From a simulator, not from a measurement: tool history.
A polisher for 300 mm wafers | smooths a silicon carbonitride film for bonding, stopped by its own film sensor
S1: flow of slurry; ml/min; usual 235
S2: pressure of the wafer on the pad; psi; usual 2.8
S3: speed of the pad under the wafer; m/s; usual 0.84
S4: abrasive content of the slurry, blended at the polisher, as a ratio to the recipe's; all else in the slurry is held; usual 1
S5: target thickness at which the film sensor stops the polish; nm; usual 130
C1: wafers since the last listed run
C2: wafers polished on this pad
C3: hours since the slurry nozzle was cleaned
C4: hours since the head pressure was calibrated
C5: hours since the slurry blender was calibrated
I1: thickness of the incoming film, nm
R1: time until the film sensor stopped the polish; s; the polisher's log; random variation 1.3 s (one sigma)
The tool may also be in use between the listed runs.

run	day	S1	S2	S3	S4	S5	C1	C2	C3	C4	C5	I1	R1
1	0	235	2.8	0.84	1	130	0	2047	325.3	92.4	96.7	149.3	71.9
2	1.825	235	2.8	0.84	1	130	593	2640	369.1	136.2	140.5	149.5	74.8
3	3.875	235	2.8	0.84	1	130	666	3306	418.3	185.4	189.7	152.5	86.4
# day 5.575: slurry nozzle cleaned
4	6.762	255	2.8	1.06	1	130	924	4231	28.5	254.7	259	148.7	58.2
# day 9.058: worn pad replaced by a new one
5	9.25	235	2.8	0.84	0.9	127	754	62	88.2	314.4	318.7	150.6	91.8
6	10.579	235	2.8	0.84	0.9	127	431	494	120.1	346.3	350.6	146.8	76
# day 11.2: slurry blender recalibrated
7	13.346	235	2.8	0.84	1	130	871	1366	186.5	412.7	51.5	150.2	75.4
# day 14.892: head pressure recalibrated
8	16.096	235	2.8	0.84	1	130	866	2233	252.5	28.9	117.5	152.5	85.8
9	18.325	235	2.8	0.84	1	130	724	2957	306	82.4	171	149.2	76.7
10	20.771	235	2.8	0.84	1	130	794	3752	364.7	141.1	229.7	148	67.8
# day 23.6: worn pad replaced by a new one
# day 25.3: slurry nozzle cleaned
# day 27.725: slurry blender recalibrated
11	28.483	235	2.8	0.84	1	130	2411	1545	76.4	326.2	18.2	152.5	84.1
12	30.221	235	2.8	0.84	1	130	564	2110	118.1	367.9	59.9	149.8	78.6
13	31.829	235	3.1	0.84	0.7	130	522	2632	156.7	406.5	98.5	151.2	84.3
14	34.221	270	2.8	1.08	1	133	777	3410	214.1	463.9	155.9	151.4	57.1
15	36.521	235	2.8	0.7	0.7	130	747	4157	269.3	519.1	211.1	150.1	105.8
# day 37.662: worn pad replaced by a new one
# day 37.946: head pressure recalibrated
16	38.358	235	1.9	0.7	0.75	136	515	199	313.4	9.9	255.2	151.7	106.7
17	41.288	210	2.8	0.84	1.25	130	951	1151	383.7	80.2	325.5	149	67.5
# day 43.004: slurry blender recalibrated
18	43.2	300	2.8	1.12	0.75	133	594	1745	429.6	126.1	4.7	152.3	64.9
# day 43.717: slurry nozzle cleaned
19	44.988	235	2.8	0.84	1	130	567	2313	30.5	169	47.6	148.3	70.6
20	46.333	235	2.8	0.84	1	126	437	2750	62.8	201.3	79.9	149.4	91
21	47.429	235	2.3	0.84	0.8	135	356	3106	89.1	227.6	106.2	152.1	86
22	48.85	210	2.1	0.54	1	130	461	3568	123.2	261.7	140.3	152.3	166.5
23	51.15	210	2.8	0.84	1	130	747	4315	178.4	316.9	195.5	149.5	77.7
24	52.667	235	2.8	0.84	1	130	492	4808	214.8	353.3	231.9	148.1	73.4
# day 53.829: worn pad replaced by a new one
25	55.033	280	2.8	0.84	0.8	132	714	391	271.6	410.1	288.7	151.3	75.7
26	57.642	235	2.8	0.84	1	130	847	1239	334.2	472.7	351.3	151.6	82.2
27	59.583	235	3.3	1.08	1.25	130	630	1870	380.8	519.3	397.9	152.3	52.8
# day 60.704: head pressure recalibrated
# day 61.417: slurry blender recalibrated
28	61.796	280	2.8	0.84	0.8	132	664	2534	433.9	26.2	9.1	150.3	75.6

For run 29, what comes out?
29	64.058	315	2.8	0.64	1	130	735	3270	488.2	80.5	63.4	148.4	?

{"run 29": {"R1": 88.1}}
Had the tool carried no hidden state, the very same run would have given R1 82.9 s.

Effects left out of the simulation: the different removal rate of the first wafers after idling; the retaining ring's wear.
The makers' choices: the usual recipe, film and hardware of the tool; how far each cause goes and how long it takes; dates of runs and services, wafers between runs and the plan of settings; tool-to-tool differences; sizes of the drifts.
